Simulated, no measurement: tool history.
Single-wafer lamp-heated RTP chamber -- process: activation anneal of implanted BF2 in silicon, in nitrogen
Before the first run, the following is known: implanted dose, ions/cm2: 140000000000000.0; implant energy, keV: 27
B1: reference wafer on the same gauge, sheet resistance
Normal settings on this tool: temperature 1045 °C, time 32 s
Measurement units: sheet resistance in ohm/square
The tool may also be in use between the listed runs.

Run 1, hour 0: usual settings but temperature 1035 °C, time 27 s; B1 682.22. Result: sheet resistance 710.51 ohm/square.
At hour 4.7: pyrometer window cleaned and pyrometer calibrated.
Run 2, hour 33.9: usual settings but temperature 1035 °C, time 27 s; B1 682.9. Result: sheet resistance 711.52 ohm/square.
Run 3, hour 99.3: usual settings but temperature 1035 °C, time 27 s; B1 683.41. Result: sheet resistance 712.31 ohm/square.
Run 4, hour 165.7: usual settings; B1 684.02. Result: sheet resistance 708.4 ohm/square.
At hour 199.6: pyrometer window cleaned and pyrometer calibrated.
Run 5, hour 200.1: usual settings; B1 684.35. Result: sheet resistance 709.29 ohm/square.
Run 6, hour 244.6: usual settings; B1 684.45. Result: sheet resistance 709.45 ohm/square.
At hour 303.4: reflector plate cleaned.
Run 7, hour 312.2: usual settings but temperature 1055 °C; B1 684.69. Result: sheet resistance 707.61 ohm/square.
At hour 380: pyrometer window cleaned and pyrometer calibrated.
Run 8, hour 381.9: usual settings; B1 684.88. Result: sheet resistance 708.93 ohm/square.
Run 9, hour 420.3: usual settings but temperature 1032 °C, time 14 s; B1 684.95. Result: sheet resistance 720.84 ohm/square.
At hour 474.3: gauge calibrated.
Run 10, hour 486: usual settings but time 22 s; B1 671.67. Result: sheet resistance 699.89 ohm/square.
Run 11, hour 511.7: usual settings but temperature 1022 °C, time 37 s; B1 672.91. Result: sheet resistance 701.37 ohm/square.
Run 12, hour 541.1: usual settings but temperature 1055 °C, time 51 s; B1 674.54. Result: sheet resistance 688.61 ohm/square.
At hour 591.4: pyrometer window cleaned and pyrometer calibrated.
Run 13, hour 591.9: usual settings but temperature 1026 °C, time 42 s; B1 676.26. Result: sheet resistance 701.29 ohm/square.
Run 14, hour 636.6: usual settings; B1 677.76. Result: sheet resistance 702.09 ohm/square.

Each row is a separate what-if for the run after 14, all from the same tool condition, not one after another. Results?
Run A, hour 637: usual settings but temperature 1072 °C; B1 ?. Result: sheet resistance ?.
Run B, hour 637: usual settings but temperature 1023 °C; B1 ?. Result: sheet resistance ?.
Run C, hour 637: usual settings but temperature 1032 °C, time 38 s; B1 ?. Result: sheet resistance ?.
Run D, hour 637: usual settings but time 44 s; B1 ?. Result: sheet resistance ?.
Run E, hour 637: usual settings but temperature 1031 °C, time 50 s; B1 ?. Result: sheet resistance ?.

run      B1  sheet resistance
  A  677.63            691.85
  B  677.63             703.6
  C  677.63            700.04
  D  677.63            694.88
  E  677.63            696.71
The same runs, with their run-to-run variation unchanged, on a tool lacking any hidden condition would have given:
run  sheet resistance
  A            687.32
  B               699
  C            695.46
  D            690.34
  E            692.15

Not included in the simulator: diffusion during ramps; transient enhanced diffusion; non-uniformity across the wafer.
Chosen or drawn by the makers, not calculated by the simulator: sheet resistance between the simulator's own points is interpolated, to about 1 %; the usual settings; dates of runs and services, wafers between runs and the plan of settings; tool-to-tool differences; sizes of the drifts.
